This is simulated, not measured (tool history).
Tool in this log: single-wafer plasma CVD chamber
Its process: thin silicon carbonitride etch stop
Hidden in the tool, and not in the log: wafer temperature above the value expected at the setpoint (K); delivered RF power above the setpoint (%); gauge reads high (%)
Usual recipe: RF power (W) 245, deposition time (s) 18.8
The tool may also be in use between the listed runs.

run,hour,RF power (W),deposition time (s),wafers since the last listed run,hours since the last thermocouple change,hours since the last RF generator calibration,hours since the showerhead was replaced,hours since the gauge calibration,"read-back reference wafer on the same gauge, thickness_nm",mean film thickness on the monitor wafer (nm)
1,0.0,245,18.8,0,1862.8,1967.9,4862.9,701.2,12.698,11.449
2,31.4,245,18.8,673,1894.2,1999.3,4894.3,732.6,12.707,11.423
3,50.5,245,18.8,409,1913.3,2018.4,4913.4,751.7,12.712,11.444
4,86.0,245,18.8,761,1948.8,2053.9,4948.9,787.2,12.705,11.441
5,121.6,255,18.8,763,1984.4,2089.5,4984.5,822.8,12.702,11.597
6,150.7,255,18.8,624,2013.5,2118.6,5013.6,851.9,12.697,11.619
7,164.3,245,16.9,291,2027.1,2132.2,5027.2,865.5,12.695,10.286
8,178.1,245,16.9,295,2040.9,2146.0,5041.0,879.3,12.692,10.206
9,192.5,245,18.8,308,2055.3,2160.4,5055.4,893.7,12.707,11.432
10,280.6,245,18.8,1889,2143.4,2248.5,5143.5,981.8,12.703,11.372
# hour 295.4: gauge calibrated
11,297.3,230,18.8,358,2160.1,2265.2,5160.2,1.9,12.698,11.072
12,317.5,230,18.8,433,2180.3,2285.4,5180.4,22.1,12.694,11.042
13,352.9,235,18.8,759,2215.7,2320.8,5215.8,57.5,12.695,11.139
14,365.3,245,18.8,265,2228.1,2333.2,5228.2,69.9,12.703,11.336
15,383.5,205,15.3,390,2246.3,2351.4,5246.4,88.1,12.711,8.500
16,410.1,245,22.3,570,2272.9,2378.0,5273.0,114.7,12.695,13.399
17,442.9,245,18.8,703,2305.7,2410.8,5305.8,147.5,12.709,11.361
18,464.1,265,18.8,454,2326.9,2432.0,5327.0,168.7,12.702,11.747
19,498.4,245,18.8,735,2361.2,2466.3,5361.3,203.0,12.702,11.340
# hour 518.0: showerhead replaced, of another model than before
20,533.1,245,21.8,572,2395.9,2501.0,15.1,237.7,12.703,13.433
# hour 547.7: thermocouple changed; heater temperature recalibrated
21,566.2,260,16.8,538,18.5,2534.1,48.2,270.8,12.699,10.498
22,593.9,245,17.3,594,46.2,2561.8,75.9,298.5,12.696,10.663
# hour 603.7: RF generator calibrated
23,615.1,245,18.8,283,67.4,11.4,97.1,319.7,12.692,11.810
24,648.5,220,18.8,716,100.8,44.8,130.5,353.1,12.690,11.547
25,684.4,275,22.1,769,136.7,80.7,166.4,389.0,12.688,14.289
26,714.3,270,18.8,641,166.6,110.6,196.3,418.9,12.709,12.085
27,727.7,245,18.8,287,180.0,124.0,209.7,432.3,12.698,11.767
28,742.6,245,20.0,319,194.9,138.9,224.6,447.2,12.690,12.603
29,771.5,245,18.8,619,223.8,167.8,253.5,476.1,12.703,11.760

Some steps in mean film thickness on the monitor wafer (nm), run to run, broken into two amounts with sign: the step expected even without the hidden condition (settings, incoming material, random variation), and the rest, left for the hidden condition together with whatever gauge scatter is not in both the measured and the hidden-condition-free result:
Run 15 -> 16: RF power (W) 205 -> 245, deposition time (s) 15.3 -> 22.3. mean film thickness on the monitor wafer (nm) +4.899: hidden state -0.217, all else +5.116.
Run 20 -> 21: RF power (W) 245 -> 260, deposition time (s) 21.8 -> 16.8, thermocouple changed; heater temperature recalibrated. mean film thickness on the monitor wafer (nm) -2.935: hidden state +0.066, all else -3.001.
Run 22 -> 23: deposition time (s) 17.3 -> 18.8, RF generator calibrated. mean film thickness on the monitor wafer (nm) +1.147: hidden state +0.212, all else +0.935.
